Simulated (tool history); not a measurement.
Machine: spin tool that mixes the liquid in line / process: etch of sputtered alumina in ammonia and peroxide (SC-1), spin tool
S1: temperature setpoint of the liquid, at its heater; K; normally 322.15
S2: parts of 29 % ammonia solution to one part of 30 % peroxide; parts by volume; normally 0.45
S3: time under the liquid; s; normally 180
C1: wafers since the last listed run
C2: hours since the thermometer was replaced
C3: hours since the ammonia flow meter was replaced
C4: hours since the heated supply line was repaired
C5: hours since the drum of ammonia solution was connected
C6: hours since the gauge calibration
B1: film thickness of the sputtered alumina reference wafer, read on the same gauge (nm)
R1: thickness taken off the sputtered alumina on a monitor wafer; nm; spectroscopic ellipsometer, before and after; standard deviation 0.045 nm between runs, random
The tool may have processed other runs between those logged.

run,hour,S1,S2,S3,C1,C2,C3,C4,C5,C6,B1,R1
1,0.0,326.15,0.45,180,0,327.6,493.4,2856.9,230.4,365.2,29.983,6.280
2,66.2,322.15,0.45,280,282,393.8,559.6,2923.1,296.6,431.4,30.019,7.776
3,110.1,322.15,0.45,180,187,437.7,603.5,2967.0,340.5,475.3,30.055,5.060
4,137.6,322.15,0.40,245,117,465.2,631.0,2994.5,368.0,502.8,29.957,6.752
# hour 151.1: ammonia flow meter replaced
# hour 175.4: heated supply line repaired
5,202.7,322.15,0.45,180,269,530.3,51.6,27.3,433.1,567.9,29.954,5.010
6,255.4,322.15,0.45,180,224,583.0,104.3,80.0,485.8,620.6,29.941,5.016
7,303.4,312.65,0.65,90,204,631.0,152.3,128.0,533.8,668.6,30.022,1.481
# hour 335.1: thermometer replaced
# hour 352.5: new drum of ammonia solution connected
8,365.1,329.15,0.45,105,254,30.0,214.0,189.7,12.6,730.3,29.979,4.475
9,431.1,327.65,0.45,115,281,96.0,280.0,255.7,78.6,796.3,29.963,4.531
10,491.8,322.15,0.35,250,258,156.7,340.7,316.4,139.3,857.0,30.017,7.035
11,529.9,322.15,0.45,180,162,194.8,378.8,354.5,177.4,895.1,30.065,5.061
12,567.1,329.15,0.45,180,158,232.0,416.0,391.7,214.6,932.3,30.014,7.435
13,598.2,322.15,0.45,180,132,263.1,447.1,422.8,245.7,963.4,30.019,5.120
# hour 651.3: ammonia flow meter replaced
14,661.6,314.65,0.65,180,266,326.5,10.3,486.2,309.1,1026.8,29.934,3.413
15,721.9,322.15,0.45,115,257,386.8,70.6,546.5,369.4,1087.1,30.038,3.204
16,753.6,314.65,0.45,180,135,418.5,102.3,578.2,401.1,1118.8,29.956,3.315
17,803.7,324.65,0.30,100,213,468.6,152.4,628.3,451.2,1168.9,30.016,3.102
# hour 962.5: new drum of ammonia solution connected
18,979.9,329.65,0.30,180,747,644.8,328.6,804.5,17.4,1345.1,30.002,7.299
19,1031.5,330.65,0.65,255,220,696.4,380.2,856.1,69.0,1396.7,29.973,11.564
20,1066.3,322.15,0.45,180,148,731.2,415.0,890.9,103.8,1431.5,29.987,4.925
# hour 1131.8: thermometer replaced
# hour 1229.8: ammonia flow meter replaced
21,1257.7,330.15,0.55,105,808,125.9,27.9,1082.3,295.2,1622.9,29.999,4.714
22,1282.5,322.15,0.45,180,105,150.7,52.7,1107.1,320.0,1647.7,30.020,5.173
23,1351.2,322.15,0.35,180,293,219.4,121.4,1175.8,388.7,1716.4,29.965,5.072
24,1385.8,329.65,0.65,240,147,254.0,156.0,1210.4,423.3,1751.0,30.043,10.614

Entry by entry between the runs, the difference in hidden state between the last listed run before and the first listed run after:
Run 4 -> run 5: ammonia flow meter replaced (hour 151.1); heated supply line repaired (hour 175.4)
  liquid colder than its thermometer reads (K): 0.742 -> 0.829
  measured value less the no-hidden-state value, R1: -0.283 -> -0.237 nm
Run 7 -> run 8: thermometer replaced (hour 335.1); new drum of ammonia solution connected (hour 352.5)
  liquid colder than its thermometer reads (K): 0.962 -> 0.146
  measured value less the no-hidden-state value, R1: -0.087 -> -0.036 nm
Run 13 -> run 14: ammonia flow meter replaced (hour 651.3)
  liquid colder than its thermometer reads (K): 0.455 -> 0.539
  measured value less the no-hidden-state value, R1: -0.132 -> -0.109 nm
Run 17 -> run 18: new drum of ammonia solution connected (hour 962.5)
  liquid colder than its thermometer reads (K): 0.727 -> 0.961
  measured value less the no-hidden-state value, R1: -0.126 -> -0.380 nm
Run 20 -> run 21: thermometer replaced (hour 1131.8); ammonia flow meter replaced (hour 1229.8)
  liquid colder than its thermometer reads (K): 1.08 -> 0.207
  measured value less the no-hidden-state value, R1: -0.305 -> -0.052 nm
